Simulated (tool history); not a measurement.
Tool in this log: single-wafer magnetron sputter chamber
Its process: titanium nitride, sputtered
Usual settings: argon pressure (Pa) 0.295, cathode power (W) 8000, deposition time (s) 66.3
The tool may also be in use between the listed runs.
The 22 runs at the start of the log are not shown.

run   hour  argon pressure (Pa)  cathode power (W)  deposition time (s)  read-back reference wafer on the same gauge, thickness_nm  mean film thickness on the monitor wafer (nm)
     616.5  -- magnet pack replaced
 23  635.4                0.219               7150                 66.3                                                     97.116                                         82.145
 24  664.1                0.253               6400                 74.2                                                     97.343                                          83.36
 25  682.4                0.387               7400                 62.9                                                     97.392                                         74.026
     690.9  -- sputter target and shields replaced
 26  695.8                0.295               9200                 76.2                                                     97.216                                        114.041
 27  716.1                0.336               8000                 66.3                                                     97.391                                         87.137
 28  744.8                0.295               8000                 66.3                                                     97.102                                         88.608
 29  764.3                0.295               8000                 66.3                                                     97.506                                         89.487
 30  779.6                 0.37               8000                 77.3                                                     97.279                                         99.295
 31    806                0.255               8000                 57.5                                                     97.458                                         77.636
     821.2  -- gauge calibrated
 32  837.9                0.295               8000                 66.3                                                      97.29                                           87.3
 33  867.5                0.398               6950                 66.3                                                     97.252                                         74.456
 34  912.3                0.216               6250                 69.7                                                     97.183                                         78.819

5 options for the next run, each taken on its own from the tool as it stands now. Forecast them:
  A  912.7                0.295               8000                 66.3                                                          ?                                              ?
  B  912.7                0.295               8550                 71.8                                                          ?                                              ?
  C  912.7                0.295               6600                 66.3                                                          ?                                              ?
  D  912.7                0.256               8000                 66.3                                                          ?                                              ?
  E  912.7                0.191               8000                 66.3                                                          ?                                              ?

run  read-back reference wafer on the same gauge, thickness_nm  mean film thickness on the monitor wafer (nm)
  A                                                     97.145                                         87.154
  B                                                     97.145                                         99.427
  C                                                     97.145                                           75.3
  D                                                     97.145                                         88.794
  E                                                     97.145                                         91.622
Stripped of hidden state, with their random variation kept, the same runs would have yielded:
run  mean film thickness on the monitor wafer (nm)
  A                                         90.871
  B                                        103.667
  C                                         78.512
  D                                         92.581
  E                                         95.529
